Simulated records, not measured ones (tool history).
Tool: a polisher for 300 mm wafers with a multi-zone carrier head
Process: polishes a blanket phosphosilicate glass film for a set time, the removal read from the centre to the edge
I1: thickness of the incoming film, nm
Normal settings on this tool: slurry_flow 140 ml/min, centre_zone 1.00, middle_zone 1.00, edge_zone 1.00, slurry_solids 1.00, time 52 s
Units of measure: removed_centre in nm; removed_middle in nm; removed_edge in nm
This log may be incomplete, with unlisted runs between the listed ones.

{"run": 1, "hour": 0.0, "slurry_flow": 140, "centre_zone": 1.08, "middle_zone": 1.0, "edge_zone": 1.0, "slurry_solids": 1.0, "time": 52, "I1": 3583.1, "removed_centre": 641.6, "removed_middle": 571.4, "removed_edge": 560.9}
{"run": 2, "hour": 71.5, "slurry_flow": 140, "centre_zone": 1.0, "middle_zone": 1.0, "edge_zone": 1.0, "slurry_solids": 1.0, "time": 52, "I1": 3560.4, "removed_centre": 621.4, "removed_middle": 588.1, "removed_edge": 562.6}
{"run": 3, "hour": 105.3, "slurry_flow": 140, "centre_zone": 1.0, "middle_zone": 1.0, "edge_zone": 1.0, "slurry_solids": 1.0, "time": 52, "I1": 3519.9, "removed_centre": 624.5, "removed_middle": 575.2, "removed_edge": 553.8}
{"run": 4, "hour": 157.9, "slurry_flow": 140, "centre_zone": 1.0, "middle_zone": 1.0, "edge_zone": 1.0, "slurry_solids": 1.0, "time": 52, "I1": 3549.6, "removed_centre": 570.8, "removed_middle": 575.7, "removed_edge": 563.0}
{"run": 5, "hour": 182.9, "slurry_flow": 140, "centre_zone": 1.0, "middle_zone": 1.0, "edge_zone": 1.0, "slurry_solids": 0.8, "time": 52, "I1": 3558.8, "removed_centre": 536.3, "removed_middle": 540.5, "removed_edge": 517.3}
{"run": 6, "hour": 213.9, "slurry_flow": 140, "centre_zone": 1.0, "middle_zone": 1.0, "edge_zone": 1.0, "slurry_solids": 1.0, "time": 52, "I1": 3562.9, "removed_centre": 576.0, "removed_middle": 574.1, "removed_edge": 559.4}
{"run": 7, "hour": 264.2, "slurry_flow": 140, "centre_zone": 1.0, "middle_zone": 1.0, "edge_zone": 1.0, "slurry_solids": 1.0, "time": 52, "I1": 3591.1, "removed_centre": 583.9, "removed_middle": 581.7, "removed_edge": 564.6}
{"run": 8, "hour": 303.5, "slurry_flow": 140, "centre_zone": 1.08, "middle_zone": 1.0, "edge_zone": 1.0, "slurry_solids": 1.0, "time": 41, "I1": 3569.3, "removed_centre": 521.6, "removed_middle": 457.2, "removed_edge": 435.7}
{"run": 9, "hour": 332.6, "slurry_flow": 175, "centre_zone": 0.89, "middle_zone": 1.12, "edge_zone": 1.1, "slurry_solids": 1.0, "time": 52, "I1": 3633.5, "removed_centre": 545.7, "removed_middle": 675.7, "removed_edge": 591.0}
{"run": 10, "hour": 361.9, "slurry_flow": 140, "centre_zone": 1.0, "middle_zone": 1.0, "edge_zone": 1.0, "slurry_solids": 1.0, "time": 36, "I1": 3573.7, "removed_centre": 416.1, "removed_middle": 404.8, "removed_edge": 383.0}
{"run": 11, "hour": 424.2, "slurry_flow": 95, "centre_zone": 1.0, "middle_zone": 1.11, "edge_zone": 1.0, "slurry_solids": 0.7, "time": 57, "I1": 3576.7, "removed_centre": 529.0, "removed_middle": 566.6, "removed_edge": 506.1}
{"run": 12, "hour": 462.4, "slurry_flow": 140, "centre_zone": 1.0, "middle_zone": 1.0, "edge_zone": 1.0, "slurry_solids": 1.0, "time": 52, "I1": 3572.3, "removed_centre": 601.5, "removed_middle": 583.2, "removed_edge": 556.8}
{"run": 13, "hour": 522.1, "slurry_flow": 140, "centre_zone": 1.0, "middle_zone": 1.09, "edge_zone": 1.0, "slurry_solids": 1.2, "time": 52, "I1": 3533.3, "removed_centre": 624.7, "removed_middle": 660.0, "removed_edge": 595.7}
{"run": 14, "hour": 580.4, "slurry_flow": 140, "centre_zone": 1.0, "middle_zone": 1.0, "edge_zone": 1.0, "slurry_solids": 1.0, "time": 52, "I1": 3618.9, "removed_centre": 593.8, "removed_middle": 586.6, "removed_edge": 553.2}
{"run": 15, "hour": 754.9, "slurry_flow": 155, "centre_zone": 1.0, "middle_zone": 1.06, "edge_zone": 1.0, "slurry_solids": 1.0, "time": 52, "I1": 3551.7, "removed_centre": 620.7, "removed_middle": 626.5, "removed_edge": 565.2}
{"run": 16, "hour": 813.6, "slurry_flow": 140, "centre_zone": 1.0, "middle_zone": 1.0, "edge_zone": 1.0, "slurry_solids": 1.0, "time": 52, "I1": 3558.6, "removed_centre": 598.0, "removed_middle": 583.0, "removed_edge": 569.0}
{"run": 17, "hour": 884.1, "slurry_flow": 140, "centre_zone": 1.0, "middle_zone": 1.0, "edge_zone": 1.0, "slurry_solids": 1.2, "time": 52, "I1": 3606.2, "removed_centre": 618.5, "removed_middle": 617.4, "removed_edge": 597.5}
{"run": 18, "hour": 941.5, "slurry_flow": 140, "centre_zone": 1.0, "middle_zone": 0.91, "edge_zone": 0.96, "slurry_solids": 1.0, "time": 38, "I1": 3585.0, "removed_centre": 424.3, "removed_middle": 393.7, "removed_edge": 402.9}
{"run": 19, "hour": 966.6, "slurry_flow": 140, "centre_zone": 1.0, "middle_zone": 1.0, "edge_zone": 1.0, "slurry_solids": 1.15, "time": 58, "I1": 3586.2, "removed_centre": 665.9, "removed_middle": 678.3, "removed_edge": 661.8}
{"run": 20, "hour": 995.9, "slurry_flow": 140, "centre_zone": 1.0, "middle_zone": 1.0, "edge_zone": 1.0, "slurry_solids": 1.0, "time": 59, "I1": 3570.7, "removed_centre": 675.6, "removed_middle": 660.3, "removed_edge": 630.8}
{"run": 21, "hour": 1060.2, "slurry_flow": 140, "centre_zone": 1.0, "middle_zone": 1.04, "edge_zone": 1.0, "slurry_solids": 1.0, "time": 52, "I1": 3548.9, "removed_centre": 593.8, "removed_middle": 609.4, "removed_edge": 550.5}
{"run": 22, "hour": 1089.9, "slurry_flow": 140, "centre_zone": 1.0, "middle_zone": 1.0, "edge_zone": 1.07, "slurry_solids": 0.8, "time": 52, "I1": 3599.8, "removed_centre": 551.0, "removed_middle": 542.1, "removed_edge": 522.6}

The log once held 11 entries between its listed runs, left out of this copy. Where does each go, and what is different about the tool's unlogged condition between the listed run before it and the listed run after it?
After run 1, before run 2: carrier head's membrane replaced by a new one (hour 49.5); worn pad replaced by a new one (hour 69.4)
  deviation of the centre zone's pressure from its setpoint, %: 7.3 -> 7.83
  difference, measured minus the result without the unlogged condition, removed_centre: +43.3 -> +45.1 nm
After run 3, before run 4: centre zone pressure recalibrated (hour 130.6)
  deviation of the centre zone's pressure from its setpoint, %: 7.99 -> 1.23
  difference, measured minus the result without the unlogged condition, removed_centre: +46.1 -> +6.9 nm
After run 6, before run 7: slurry nozzle cleaned (hour 257.1)
  deviation of the centre zone's pressure from its setpoint, %: 3.38 -> 4.61
  difference, measured minus the result without the unlogged condition, removed_centre: +18.8 -> +25.8 nm
After run 10, before run 11: worn pad replaced by a new one (hour 379.6)
  deviation of the centre zone's pressure from its setpoint, %: 5.92 -> 6.34
  difference, measured minus the result without the unlogged condition, removed_centre: +23.2 -> +31.5 nm
After run 11, before run 12: edge zone pressure recalibrated (hour 438.2)
  deviation of the centre zone's pressure from its setpoint, %: 6.34 -> 6.51
  difference, measured minus the result without the unlogged condition, removed_centre: +31.5 -> +36.7 nm
After run 12, before run 13: centre zone pressure recalibrated (hour 485.5)
  deviation of the centre zone's pressure from its setpoint, %: 6.51 -> 1.9
  difference, measured minus the result without the unlogged condition, removed_centre: +36.7 -> +11.6 nm
After run 14, before run 15: worn pad replaced by a new one (hour 720.9)
  deviation of the centre zone's pressure from its setpoint, %: 3.95 -> 6.45
  difference, measured minus the result without the unlogged condition, removed_centre: +22.5 -> +37.6 nm
After run 15, before run 16: slurry nozzle cleaned (hour 798.9)
  deviation of the centre zone's pressure from its setpoint, %: 6.45 -> 6.74
  difference, measured minus the result without the unlogged condition, removed_centre: +37.6 -> +37.7 nm
After run 16, before run 17: centre zone pressure recalibrated (hour 828.3)
  deviation of the centre zone's pressure from its setpoint, %: 6.74 -> 1.16
  difference, measured minus the result without the unlogged condition, removed_centre: +37.7 -> +7.1 nm
After run 20, before run 21: worn pad replaced by a new one (hour 1055.8)
  deviation of the centre zone's pressure from its setpoint, %: 3.91 -> 4.64
  difference, measured minus the result without the unlogged condition, removed_centre: +25.4 -> +26.3 nm
